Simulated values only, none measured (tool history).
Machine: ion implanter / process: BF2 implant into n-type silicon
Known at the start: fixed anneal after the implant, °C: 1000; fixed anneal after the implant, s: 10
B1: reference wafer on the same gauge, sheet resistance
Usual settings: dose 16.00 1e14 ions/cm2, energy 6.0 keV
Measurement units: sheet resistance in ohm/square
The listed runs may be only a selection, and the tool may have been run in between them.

run 1 hour=0.0 | dose=16.00 energy=6.0 | B1=327.88 | sheet_resistance=325.71
run 2 hour=16.8 | dose=17.91 energy=7.0 | B1=327.91 | sheet_resistance=303.90
run 3 hour=29.2 | dose=17.91 energy=7.0 | B1=327.92 | sheet_resistance=303.63
run 4 hour=43.7 | dose=18.85 energy=6.0 | B1=327.69 | sheet_resistance=319.27
run 5 hour=55.2 | dose=18.85 energy=6.0 | B1=328.00 | sheet_resistance=319.32
run 6 hour=65.2 | dose=18.85 energy=6.0 | B1=327.79 | sheet_resistance=320.16
run 7 hour=79.4 | dose=16.00 energy=7.0 | B1=328.22 | sheet_resistance=307.22
run 8 hour=93.0 | dose=16.00 energy=7.0 | B1=328.04 | sheet_resistance=307.16
run 9 hour=106.2 | dose=16.00 energy=7.0 | B1=327.89 | sheet_resistance=307.15
run 10 hour=117.5 | dose=16.00 energy=6.0 | B1=328.06 | sheet_resistance=325.38
run 11 hour=133.1 | dose=18.18 energy=6.0 | B1=327.80 | sheet_resistance=320.84
-- hour=153.9 extraction supply calibrated
-- hour=158.6 gauge calibrated
run 12 hour=173.4 | dose=16.00 energy=6.0 | B1=327.93 | sheet_resistance=324.79
run 13 hour=185.9 | dose=16.00 energy=6.0 | B1=327.91 | sheet_resistance=325.21
run 14 hour=218.8 | dose=16.00 energy=6.0 | B1=327.96 | sheet_resistance=324.79
run 15 hour=234.5 | dose=16.00 energy=6.0 | B1=328.04 | sheet_resistance=325.42
run 16 hour=247.9 | dose=16.00 energy=6.0 | B1=327.89 | sheet_resistance=325.91
run 17 hour=261.7 | dose=16.00 energy=6.0 | B1=327.89 | sheet_resistance=325.25
run 18 hour=269.5 | dose=18.22 energy=7.0 | B1=327.88 | sheet_resistance=302.65
run 19 hour=281.1 | dose=12.33 energy=5.0 | B1=327.97 | sheet_resistance=356.93
run 20 hour=296.8 | dose=17.85 energy=5.5 | B1=327.90 | sheet_resistance=331.17
run 21 hour=303.3 | dose=16.00 energy=6.0 | B1=328.11 | sheet_resistance=324.75
run 22 hour=318.1 | dose=18.34 energy=7.5 | B1=328.23 | sheet_resistance=294.47
run 23 hour=333.8 | dose=12.88 energy=7.0 | B1=327.84 | sheet_resistance=316.06
run 24 hour=351.7 | dose=16.00 energy=6.0 | B1=328.06 | sheet_resistance=325.22
run 25 hour=362.1 | dose=13.63 energy=7.0 | B1=327.86 | sheet_resistance=313.26
-- hour=378.9 Faraday cup replaced and dose calibrated
run 26 hour=379.4 | dose=20.03 energy=4.5 | B1=328.15 | sheet_resistance=351.91
run 27 hour=391.7 | dose=16.00 energy=6.0 | B1=327.90 | sheet_resistance=324.81
run 28 hour=399.8 | dose=17.28 energy=6.5 | B1=327.75 | sheet_resistance=312.73
run 29 hour=431.5 | dose=16.00 energy=7.5 | B1=327.96 | sheet_resistance=299.00
run 30 hour=442.4 | dose=13.91 energy=5.5 | B1=327.99 | sheet_resistance=341.32
run 31 hour=456.5 | dose=16.00 energy=5.0 | B1=327.79 | sheet_resistance=347.05
run 32 hour=471.1 | dose=13.33 energy=7.5 | B1=327.95 | sheet_resistance=305.99
run 33 hour=488.6 | dose=12.48 energy=8.0 | B1=327.90 | sheet_resistance=300.85
run 34 hour=498.3 | dose=11.88 energy=4.5 | B1=328.31 | sheet_resistance=371.87

What was the tool's hidden state at every run in the log?
deviation of the true dose from the Faraday cup's reading, %: 0 in every run
deviation of the true energy from its setpoint, %: 0 in every run
gauge reads high (%): 0 in every run
